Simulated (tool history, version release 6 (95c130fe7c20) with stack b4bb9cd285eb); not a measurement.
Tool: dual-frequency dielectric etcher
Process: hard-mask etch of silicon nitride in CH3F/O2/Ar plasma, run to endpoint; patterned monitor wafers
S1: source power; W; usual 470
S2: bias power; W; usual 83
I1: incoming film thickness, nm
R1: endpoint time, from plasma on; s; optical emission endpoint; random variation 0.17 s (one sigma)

run    hour   S1   S2     I1    R1
  1       0  470   83  31.58  43.7
  2    91.1  470   83  31.32  43.5
  3   171.9  470   83  31.43  43.7
      397.4  -- wet clean of the chamber
  4   397.9  470   83  31.81  44.3
  5   503.6  470   83  31.82  44.1
  6   568.4  470   74  31.67  44.8
  7   670.7  470   83  31.79    44
  8   753.4  470   83  31.38  43.6
      866.2  -- wet clean of the chamber
      882.6  -- upper electrode replaced
      993.4  -- bias power generator calibrated
  9  1065.1  500   88  31.56    42
 10  1140.9  470   83  31.48  44.1
 11  1205.3  470   83  31.66  44.1
 12  1256.2  470   83  31.37  43.4
 13  1298.8  420   83  31.03  45.3
     1327.1  -- wet clean of the chamber
 14  1366.9  470   83  31.68    44
 15  1412.3  470  100  31.64  42.8
 16  1513.2  380   94  32.04  48.1
 17    1574  470   83  31.62    44
 18  1626.8  510   75   31.9  43.5
     1665.3  -- source power generator calibrated
 19  1688.4  390   62  31.34  48.4
     1754.7  -- wet clean of the chamber
 20  1793.1  430   64  31.45  46.2
 21  1883.4  540  104  31.42  38.4
 22  1928.9  360   67  31.56  50.3
 23  2031.5  470   83  31.91  43.9
 24  2109.1  470   73   31.3    44
 25  2174.5  470   83  31.77  43.3
 26    2212  420   73  31.44  46.2
       2249  -- wet clean of the chamber
 27  2303.1  470   83  31.32  42.9

Forecast each of these 3 alternatives for the next run:
  A  2303.5  500  83  31.7   ?
  B  2303.5  430  83  31.7   ?
  C  2303.5  590  63  31.7   ?

run    R1
  A  42.1
  B  45.1
  C  40.8
Without the tool's hidden state the same runs would have given:
run    R1
  A  41.7
  B  44.7
  C  40.5

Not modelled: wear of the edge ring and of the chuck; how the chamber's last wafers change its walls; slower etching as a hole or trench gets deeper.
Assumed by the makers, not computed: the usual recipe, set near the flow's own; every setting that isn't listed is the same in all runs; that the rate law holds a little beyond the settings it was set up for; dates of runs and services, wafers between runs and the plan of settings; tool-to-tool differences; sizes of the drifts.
